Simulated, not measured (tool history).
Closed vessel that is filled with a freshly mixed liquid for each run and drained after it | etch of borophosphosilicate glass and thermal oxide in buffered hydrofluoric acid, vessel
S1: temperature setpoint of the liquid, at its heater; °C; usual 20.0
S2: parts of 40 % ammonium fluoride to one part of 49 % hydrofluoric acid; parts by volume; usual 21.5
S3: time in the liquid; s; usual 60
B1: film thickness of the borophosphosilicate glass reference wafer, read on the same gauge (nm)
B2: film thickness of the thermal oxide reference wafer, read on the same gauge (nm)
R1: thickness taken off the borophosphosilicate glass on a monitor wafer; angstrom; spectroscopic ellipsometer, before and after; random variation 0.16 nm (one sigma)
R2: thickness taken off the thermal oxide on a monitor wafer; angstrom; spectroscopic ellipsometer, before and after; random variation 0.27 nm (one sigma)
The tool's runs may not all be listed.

{"run": 1, "hour": 0.0, "S1": 20.0, "S2": 21.5, "S3": 60, "B1": 109.97, "B2": 29.94, "R1": 328.7, "R2": 285.4}
{"hour": 12.2, "done": "hydrofluoric acid flow meter replaced"}
{"run": 2, "hour": 92.6, "S1": 20.0, "S2": 21.5, "S3": 60, "B1": 110.01, "B2": 30.0, "R1": 328.1, "R2": 290.6}
{"run": 3, "hour": 165.9, "S1": 20.0, "S2": 21.5, "S3": 60, "B1": 110.0, "B2": 29.97, "R1": 329.1, "R2": 292.9}
{"run": 4, "hour": 265.3, "S1": 20.0, "S2": 21.5, "S3": 60, "B1": 110.03, "B2": 30.02, "R1": 331.7, "R2": 290.2}
{"run": 5, "hour": 315.9, "S1": 20.0, "S2": 21.5, "S3": 60, "B1": 110.05, "B2": 29.99, "R1": 329.0, "R2": 289.6}
{"run": 6, "hour": 419.3, "S1": 20.0, "S2": 21.5, "S3": 60, "B1": 110.0, "B2": 30.0, "R1": 332.4, "R2": 293.0}
{"run": 7, "hour": 503.0, "S1": 20.0, "S2": 21.5, "S3": 60, "B1": 110.01, "B2": 29.96, "R1": 331.9, "R2": 293.5}
{"hour": 575.7, "done": "gauge calibrated"}
{"run": 8, "hour": 600.6, "S1": 22.5, "S2": 24.0, "S3": 60, "B1": 109.99, "B2": 30.05, "R1": 353.2, "R2": 305.2}
{"hour": 620.2, "done": "hydrofluoric acid flow meter replaced"}
{"hour": 636.6, "done": "thermometer replaced"}
{"run": 9, "hour": 650.4, "S1": 22.5, "S2": 24.0, "S3": 60, "B1": 109.99, "B2": 29.97, "R1": 367.7, "R2": 320.7}
{"run": 10, "hour": 723.1, "S1": 24.5, "S2": 17.0, "S3": 60, "B1": 110.01, "B2": 30.01, "R1": 541.5, "R2": 470.1}
{"run": 11, "hour": 797.2, "S1": 20.0, "S2": 21.5, "S3": 50, "B1": 110.0, "B2": 30.02, "R1": 291.6, "R2": 255.3}
{"run": 12, "hour": 873.8, "S1": 20.0, "S2": 21.5, "S3": 60, "B1": 110.01, "B2": 30.0, "R1": 346.7, "R2": 305.3}
{"hour": 953.5, "done": "thermometer replaced, repeated, since the last time left the tool worse"}
{"run": 13, "hour": 963.5, "S1": 20.0, "S2": 21.5, "S3": 95, "B1": 110.03, "B2": 30.03, "R1": 494.4, "R2": 434.0}
{"run": 14, "hour": 1037.3, "S1": 20.0, "S2": 21.5, "S3": 85, "B1": 109.98, "B2": 30.06, "R1": 437.7, "R2": 390.7}
{"run": 15, "hour": 1079.6, "S1": 18.0, "S2": 28.5, "S3": 60, "B1": 109.99, "B2": 30.02, "R1": 231.6, "R2": 203.9}
{"run": 16, "hour": 1161.3, "S1": 20.0, "S2": 21.5, "S3": 60, "B1": 109.98, "B2": 29.99, "R1": 313.4, "R2": 273.2}
{"hour": 1202.0, "done": "hydrofluoric acid flow meter replaced"}
{"run": 17, "hour": 1284.2, "S1": 20.0, "S2": 14.0, "S3": 50, "B1": 110.02, "B2": 29.96, "R1": 393.3, "R2": 344.4}
{"run": 18, "hour": 1386.5, "S1": 24.0, "S2": 14.0, "S3": 60, "B1": 109.97, "B2": 29.94, "R1": 592.8, "R2": 513.5}

Forecast run 19:
{"run": 19, "hour": 1445.6, "S1": 23.5, "S2": 26.0, "S3": 60, "B1": "?", "B2": "?", "R1": "?", "R2": "?"}

{"run 19": {"B1": 110.01, "B2": 29.98, "R1": 332.9, "R2": 295.2}}
Without the tool's hidden state the same run would have given R1 328.0 angstrom, R2 290.9 angstrom.
